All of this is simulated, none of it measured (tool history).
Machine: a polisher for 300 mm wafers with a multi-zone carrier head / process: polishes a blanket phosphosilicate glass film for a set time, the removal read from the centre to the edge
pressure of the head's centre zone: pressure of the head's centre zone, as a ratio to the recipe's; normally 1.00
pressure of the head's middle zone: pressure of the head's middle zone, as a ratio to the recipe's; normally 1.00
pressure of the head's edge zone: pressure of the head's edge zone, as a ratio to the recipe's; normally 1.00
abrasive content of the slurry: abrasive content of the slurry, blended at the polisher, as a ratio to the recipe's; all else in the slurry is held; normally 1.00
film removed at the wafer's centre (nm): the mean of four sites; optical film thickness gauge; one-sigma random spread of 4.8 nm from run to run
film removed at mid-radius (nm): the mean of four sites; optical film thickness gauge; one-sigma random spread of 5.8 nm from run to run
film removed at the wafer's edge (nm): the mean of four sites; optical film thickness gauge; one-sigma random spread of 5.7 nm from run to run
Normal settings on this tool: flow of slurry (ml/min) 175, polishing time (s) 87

run,hour,flow of slurry (ml/min),pressure of the head's centre zone,pressure of the head's middle zone,pressure of the head's edge zone,abrasive content of the slurry,polishing time (s),"incoming thickness of the incoming film, nm",film removed at the wafer's centre (nm),film removed at mid-radius (nm),film removed at the wafer's edge (nm)
1,0.0,175,1.00,1.00,1.00,1.00,87,4699.7,611.9,610.9,615.8
2,7.2,200,1.00,0.94,1.00,1.00,87,4670.5,612.4,598.6,621.3
# hour 22.5: centre zone pressure recalibrated
3,23.0,175,0.97,1.00,1.00,1.00,96,4637.8,632.9,688.1,667.2
# hour 39.0: edge zone pressure recalibrated
4,57.7,175,1.05,0.95,1.09,1.00,75,4567.4,528.6,500.5,535.1
# hour 70.9: carrier head's membrane replaced by a new one
5,74.5,175,1.00,1.00,1.00,1.00,87,4704.5,582.4,600.9,595.5
6,87.8,175,1.00,1.00,1.00,1.00,87,4676.2,585.0,603.9,588.9
7,95.1,175,1.00,1.00,1.07,1.00,63,4673.7,424.4,427.4,441.6
8,103.0,175,1.00,1.00,1.00,1.00,87,4672.5,571.5,575.7,580.7
9,118.3,175,1.00,1.00,1.00,1.00,87,4642.7,570.5,580.5,573.2
# hour 124.9: worn pad replaced by a new one
10,125.4,175,0.96,0.90,1.00,1.00,87,4648.3,590.1,571.6,631.2
11,137.0,195,1.00,1.05,1.05,1.00,87,4702.8,625.8,664.4,636.8
12,151.2,175,1.03,1.00,1.00,0.90,87,4616.2,603.9,598.0,592.2
13,162.2,120,1.08,1.00,1.00,1.00,102,4565.9,698.6,664.7,680.8
14,172.9,175,1.00,1.00,1.00,1.00,87,4673.0,604.4,609.4,605.4
15,189.4,195,1.06,0.90,1.00,0.85,87,4692.0,614.2,541.4,586.7
# hour 190.5: slurry nozzle cleaned
16,241.5,175,0.93,1.00,1.00,1.25,58,4644.1,386.7,419.2,420.5

For run 17, what comes out?
17,251.9,175,1.00,1.11,1.06,0.85,87,4634.3,?,?,?

film removed at the wafer's centre (nm): 544.9
film removed at mid-radius (nm): 623.7
film removed at the wafer's edge (nm): 566.5
Minus the tool's unlogged condition, the same run would have read film removed at the wafer's centre (nm) 577.7, film removed at mid-radius (nm) 661.2, film removed at the wafer's edge (nm) 600.6.
